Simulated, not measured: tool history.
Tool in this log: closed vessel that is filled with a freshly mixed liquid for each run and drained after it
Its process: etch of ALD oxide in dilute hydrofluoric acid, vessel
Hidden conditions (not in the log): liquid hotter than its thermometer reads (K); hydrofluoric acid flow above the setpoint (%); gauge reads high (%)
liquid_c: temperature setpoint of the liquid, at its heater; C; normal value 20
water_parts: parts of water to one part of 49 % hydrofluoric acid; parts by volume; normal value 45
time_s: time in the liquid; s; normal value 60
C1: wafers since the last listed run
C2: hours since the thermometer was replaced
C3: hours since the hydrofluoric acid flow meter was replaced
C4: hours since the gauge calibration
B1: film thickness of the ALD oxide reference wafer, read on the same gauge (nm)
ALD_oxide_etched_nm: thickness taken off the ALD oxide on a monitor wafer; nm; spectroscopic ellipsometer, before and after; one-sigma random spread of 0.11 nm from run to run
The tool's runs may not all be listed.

Run 1, hour 0: usual settings; C1 0; C2 2356.1; C3 712.3; C4 495.9; B1 112.06. Result: ALD_oxide_etched_nm 16.39 nm.
At hour 13.3: gauge calibrated.
Run 2, hour 72.6: usual settings; C1 9317; C2 2428.7; C3 784.9; C4 59.3; B1 109.96. Result: ALD_oxide_etched_nm 16.08 nm.
Run 3, hour 124.5: usual settings; C1 6660; C2 2480.6; C3 836.8; C4 111.2; B1 109.99. Result: ALD_oxide_etched_nm 16.07 nm.
Run 4, hour 155.7: usual settings; C1 4004; C2 2511.8; C3 868; C4 142.4; B1 110.09. Result: ALD_oxide_etched_nm 16.11 nm.
Run 5, hour 190.7: usual settings; C1 4491; C2 2546.8; C3 903; C4 177.4; B1 110.17. Result: ALD_oxide_etched_nm 16 nm.
Run 6, hour 225.9: usual settings but liquid_c 23 C; C1 4517; C2 2582; C3 938.2; C4 212.6; B1 110.29. Result: ALD_oxide_etched_nm 18.34 nm.
Run 7, hour 274.3: usual settings; C1 6211; C2 2630.4; C3 986.6; C4 261; B1 110.45. Result: ALD_oxide_etched_nm 16.19 nm.
At hour 283.7: thermometer replaced.
Run 8, hour 317.6: usual settings; C1 5428; C2 33.9; C3 1029.9; C4 304.3; B1 110.64. Result: ALD_oxide_etched_nm 16.32 nm.
Run 9, hour 343.7: usual settings but liquid_c 17 C, water_parts 55 parts by volume, time_s 35 s; C1 3349; C2 60; C3 1056; C4 330.4; B1 110.75. Result: ALD_oxide_etched_nm 6.78 nm.
Run 10, hour 383.2: usual settings but liquid_c 25 C, water_parts 60 parts by volume; C1 5069; C2 99.5; C3 1095.5; C4 369.9; B1 111. Result: ALD_oxide_etched_nm 14.78 nm.
At hour 504: hydrofluoric acid flow meter replaced.
Run 11, hour 560: usual settings but liquid_c 17 C, water_parts 35 parts by volume; C1 22561; C2 276.3; C3 56; C4 546.7; B1 112.13. Result: ALD_oxide_etched_nm 18.65 nm.
Run 12, hour 597.5: usual settings but liquid_c 17 C, water_parts 65 parts by volume, time_s 85 s; C1 4812; C2 313.8; C3 93.5; C4 584.2; B1 112.49. Result: ALD_oxide_etched_nm 13.72 nm.
At hour 608.6: gauge calibrated.
Run 13, hour 624.5: usual settings but liquid_c 23 C, water_parts 35 parts by volume; C1 3465; C2 340.8; C3 120.5; C4 15.9; B1 109.98. Result: ALD_oxide_etched_nm 23.75 nm.
Run 14, hour 688.8: usual settings; C1 8252; C2 405.1; C3 184.8; C4 80.2; B1 110.03. Result: ALD_oxide_etched_nm 16.01 nm.
Run 15, hour 737.5: usual settings but liquid_c 18 C, time_s 90 s; C1 6249; C2 453.8; C3 233.5; C4 128.9; B1 110.11. Result: ALD_oxide_etched_nm 22.24 nm.
Run 16, hour 782.9: usual settings; C1 5826; C2 499.2; C3 278.9; C4 174.3; B1 110.2. Result: ALD_oxide_etched_nm 16.06 nm.
Run 17, hour 825.7: usual settings but liquid_c 18 C, time_s 85 s; C1 5492; C2 542; C3 321.7; C4 217.1; B1 110.28. Result: ALD_oxide_etched_nm 21.25 nm.

Subtracting, for every run, the result it would have given without the tool's unlogged condition from the measured result gives the following. The same run-to-run variation enters both numbers; the gauge's scatter may not:
run  ALD_oxide_etched_nm
  1                +0.31
  2                   +0
  3                +0.01
  4                +0.01
  5                +0.02
  6                +0.04
  7                +0.07
  8                +0.09
  9                +0.05
 10                +0.13
 11                +0.36
 12                 +0.3
 13                   +0
 14                +0.01
 15                +0.02
 16                +0.03
 17                +0.07

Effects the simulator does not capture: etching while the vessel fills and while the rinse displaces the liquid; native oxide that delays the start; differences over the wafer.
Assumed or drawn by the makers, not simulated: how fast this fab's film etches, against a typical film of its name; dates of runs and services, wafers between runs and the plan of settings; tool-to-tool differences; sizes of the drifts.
